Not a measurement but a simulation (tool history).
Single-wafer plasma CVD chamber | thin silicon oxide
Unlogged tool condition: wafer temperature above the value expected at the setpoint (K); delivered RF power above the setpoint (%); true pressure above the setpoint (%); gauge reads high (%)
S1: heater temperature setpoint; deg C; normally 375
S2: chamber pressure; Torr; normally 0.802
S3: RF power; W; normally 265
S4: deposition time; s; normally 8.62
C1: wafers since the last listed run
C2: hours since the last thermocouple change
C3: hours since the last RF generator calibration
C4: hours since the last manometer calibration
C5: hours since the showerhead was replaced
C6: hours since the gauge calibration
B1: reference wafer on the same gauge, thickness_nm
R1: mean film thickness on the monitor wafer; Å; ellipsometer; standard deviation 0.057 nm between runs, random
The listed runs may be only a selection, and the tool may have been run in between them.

{"run": 1, "hour": 0.0, "S1": 385, "S2": 0.802, "S3": 265, "S4": 9.48, "C1": 0, "C2": 1231.4, "C3": 1791.9, "C4": 2033.4, "C5": 4085.7, "C6": 385.9, "B1": 15.007, "R1": 138.49}
{"run": 2, "hour": 42.0, "S1": 385, "S2": 0.802, "S3": 265, "S4": 9.48, "C1": 1250, "C2": 1273.4, "C3": 1833.9, "C4": 2075.4, "C5": 4127.7, "C6": 427.9, "B1": 15.002, "R1": 137.77}
{"run": 3, "hour": 147.4, "S1": 385, "S2": 0.802, "S3": 265, "S4": 9.48, "C1": 3138, "C2": 1378.8, "C3": 1939.3, "C4": 2180.8, "C5": 4233.1, "C6": 533.3, "B1": 15.009, "R1": 136.97}
{"run": 4, "hour": 175.4, "S1": 375, "S2": 0.945, "S3": 285, "S4": 8.62, "C1": 833, "C2": 1406.8, "C3": 1967.3, "C4": 2208.8, "C5": 4261.1, "C6": 561.3, "B1": 15.004, "R1": 150.43}
{"run": 5, "hour": 204.3, "S1": 375, "S2": 0.945, "S3": 285, "S4": 8.62, "C1": 860, "C2": 1435.7, "C3": 1996.2, "C4": 2237.7, "C5": 4290.0, "C6": 590.2, "B1": 14.996, "R1": 149.95}
{"run": 6, "hour": 272.4, "S1": 375, "S2": 0.802, "S3": 265, "S4": 8.62, "C1": 2027, "C2": 1503.8, "C3": 2064.3, "C4": 2305.8, "C5": 4358.1, "C6": 658.3, "B1": 15.011, "R1": 124.13}
{"hour": 303.9, "done": "RF generator calibrated"}
{"run": 7, "hour": 308.2, "S1": 375, "S2": 0.802, "S3": 265, "S4": 8.62, "C1": 827, "C2": 1539.6, "C3": 4.3, "C4": 2341.6, "C5": 4393.9, "C6": 694.1, "B1": 15.005, "R1": 129.75}
{"run": 8, "hour": 342.6, "S1": 375, "S2": 0.802, "S3": 265, "S4": 8.62, "C1": 1024, "C2": 1574.0, "C3": 38.7, "C4": 2376.0, "C5": 4428.3, "C6": 728.5, "B1": 14.989, "R1": 128.99}
{"run": 9, "hour": 366.4, "S1": 375, "S2": 0.802, "S3": 265, "S4": 8.62, "C1": 708, "C2": 1597.8, "C3": 62.5, "C4": 2399.8, "C5": 4452.1, "C6": 752.3, "B1": 15.01, "R1": 128.25}
{"run": 10, "hour": 396.6, "S1": 375, "S2": 0.921, "S3": 265, "S4": 8.62, "C1": 899, "C2": 1628.0, "C3": 92.7, "C4": 2430.0, "C5": 4482.3, "C6": 782.5, "B1": 15.007, "R1": 143.78}
{"hour": 408.2, "done": "capacitance manometer re-zeroed and calibrated"}
{"run": 11, "hour": 425.0, "S1": 375, "S2": 0.802, "S3": 295, "S4": 7.26, "C1": 607, "C2": 1656.4, "C3": 121.1, "C4": 16.8, "C5": 4510.7, "C6": 810.9, "B1": 15.012, "R1": 120.42}
{"hour": 435.8, "done": "showerhead replaced"}
{"run": 12, "hour": 443.5, "S1": 375, "S2": 0.802, "S3": 295, "S4": 7.26, "C1": 312, "C2": 1674.9, "C3": 139.6, "C4": 35.3, "C5": 7.7, "C6": 829.4, "B1": 15.001, "R1": 119.45}
{"run": 13, "hour": 463.7, "S1": 375, "S2": 0.802, "S3": 265, "S4": 8.62, "C1": 601, "C2": 1695.1, "C3": 159.8, "C4": 55.5, "C5": 27.9, "C6": 849.6, "B1": 15.001, "R1": 134.47}
{"run": 14, "hour": 494.7, "S1": 375, "S2": 0.674, "S3": 285, "S4": 7.07, "C1": 923, "C2": 1726.1, "C3": 190.8, "C4": 86.5, "C5": 58.9, "C6": 880.6, "B1": 15.002, "R1": 97.58}
{"hour": 501.1, "done": "gauge calibrated"}
{"run": 15, "hour": 515.5, "S1": 375, "S2": 0.802, "S3": 245, "S4": 8.62, "C1": 619, "C2": 1746.9, "C3": 211.6, "C4": 107.3, "C5": 79.7, "C6": 14.4, "B1": 14.992, "R1": 127.82}
{"run": 16, "hour": 537.8, "S1": 360, "S2": 0.802, "S3": 265, "S4": 8.62, "C1": 664, "C2": 1769.2, "C3": 233.9, "C4": 129.6, "C5": 102.0, "C6": 36.7, "B1": 14.997, "R1": 136.01}
{"run": 17, "hour": 565.8, "S1": 375, "S2": 0.909, "S3": 265, "S4": 7.51, "C1": 833, "C2": 1797.2, "C3": 261.9, "C4": 157.6, "C5": 130.0, "C6": 64.7, "B1": 15.01, "R1": 130.53}
{"run": 18, "hour": 578.9, "S1": 383, "S2": 0.802, "S3": 305, "S4": 8.62, "C1": 390, "C2": 1810.3, "C3": 275.0, "C4": 170.7, "C5": 143.1, "C6": 77.8, "B1": 15.003, "R1": 143.04}
{"run": 19, "hour": 601.5, "S1": 387, "S2": 0.853, "S3": 235, "S4": 8.62, "C1": 673, "C2": 1832.9, "C3": 297.6, "C4": 193.3, "C5": 165.7, "C6": 100.4, "B1": 15.007, "R1": 130.62}
{"run": 20, "hour": 625.7, "S1": 387, "S2": 0.971, "S3": 285, "S4": 10.32, "C1": 720, "C2": 1857.1, "C3": 321.8, "C4": 217.5, "C5": 189.9, "C6": 124.6, "B1": 15.0, "R1": 195.0}
{"run": 21, "hour": 648.2, "S1": 364, "S2": 0.802, "S3": 265, "S4": 8.16, "C1": 670, "C2": 1879.6, "C3": 344.3, "C4": 240.0, "C5": 212.4, "C6": 147.1, "B1": 15.008, "R1": 127.34}
{"hour": 670.0, "done": "thermocouple changed; heater temperature recalibrated"}
{"run": 22, "hour": 677.2, "S1": 375, "S2": 0.802, "S3": 265, "S4": 8.62, "C1": 625, "C2": 7.2, "C3": 373.3, "C4": 269.0, "C5": 241.4, "C6": 176.1, "B1": 14.982, "R1": 133.26}
{"run": 23, "hour": 692.9, "S1": 384, "S2": 0.802, "S3": 265, "S4": 9.81, "C1": 467, "C2": 22.9, "C3": 389.0, "C4": 284.7, "C5": 257.1, "C6": 191.8, "B1": 14.986, "R1": 151.81}
{"run": 24, "hour": 796.0, "S1": 371, "S2": 0.656, "S3": 265, "S4": 8.62, "C1": 3070, "C2": 126.0, "C3": 492.1, "C4": 387.8, "C5": 360.2, "C6": 294.9, "B1": 14.995, "R1": 108.51}
{"run": 25, "hour": 815.7, "S1": 375, "S2": 0.62, "S3": 265, "S4": 7.25, "C1": 586, "C2": 145.7, "C3": 511.8, "C4": 407.5, "C5": 379.9, "C6": 314.6, "B1": 14.993, "R1": 86.0}
{"run": 26, "hour": 850.7, "S1": 375, "S2": 0.802, "S3": 265, "S4": 8.62, "C1": 1042, "C2": 180.7, "C3": 546.8, "C4": 442.5, "C5": 414.9, "C6": 349.6, "B1": 15.003, "R1": 131.51}
{"run": 27, "hour": 881.0, "S1": 375, "S2": 0.802, "S3": 265, "S4": 8.62, "C1": 902, "C2": 211.0, "C3": 577.1, "C4": 472.8, "C5": 445.2, "C6": 379.9, "B1": 14.996, "R1": 131.94}

Consider 5 possible next runs. They are alternatives, not a sequence: every one starts from the tool as it was left by run 27. What does each give?
{"run": "A", "hour": 881.4, "S1": 375, "S2": 0.714, "S3": 265, "S4": 8.62, "C1": 11, "C2": 211.4, "C3": 577.5, "C4": 473.2, "C5": 445.6, "C6": 380.3, "B1": "?", "R1": "?"}
{"run": "B", "hour": 881.4, "S1": 375, "S2": 0.802, "S3": 225, "S4": 9.87, "C1": 11, "C2": 211.4, "C3": 577.5, "C4": 473.2, "C5": 445.6, "C6": 380.3, "B1": "?", "R1": "?"}
{"run": "C", "hour": 881.4, "S1": 389, "S2": 0.742, "S3": 245, "S4": 7.21, "C1": 11, "C2": 211.4, "C3": 577.5, "C4": 473.2, "C5": 445.6, "C6": 380.3, "B1": "?", "R1": "?"}
{"run": "D", "hour": 881.4, "S1": 375, "S2": 0.802, "S3": 265, "S4": 8.17, "C1": 11, "C2": 211.4, "C3": 577.5, "C4": 473.2, "C5": 445.6, "C6": 380.3, "B1": "?", "R1": "?"}
{"run": "E", "hour": 881.4, "S1": 368, "S2": 0.665, "S3": 310, "S4": 10.1, "C1": 11, "C2": 211.4, "C3": 577.5, "C4": 473.2, "C5": 445.6, "C6": 380.3, "B1": "?", "R1": "?"}

run=A B1=15.005 R1=118.57
run=B B1=15.005 R1=137.04
run=C B1=15.005 R1=97.50
run=D B1=15.005 R1=125.73
run=E B1=15.005 R1=141.26
The same runs, with their run-to-run variation unchanged, on a tool lacking any hidden condition would have given:
run=A R1=124.13
run=B R1=143.89
run=C R1=102.22
run=D R1=131.50
run=E R1=147.42

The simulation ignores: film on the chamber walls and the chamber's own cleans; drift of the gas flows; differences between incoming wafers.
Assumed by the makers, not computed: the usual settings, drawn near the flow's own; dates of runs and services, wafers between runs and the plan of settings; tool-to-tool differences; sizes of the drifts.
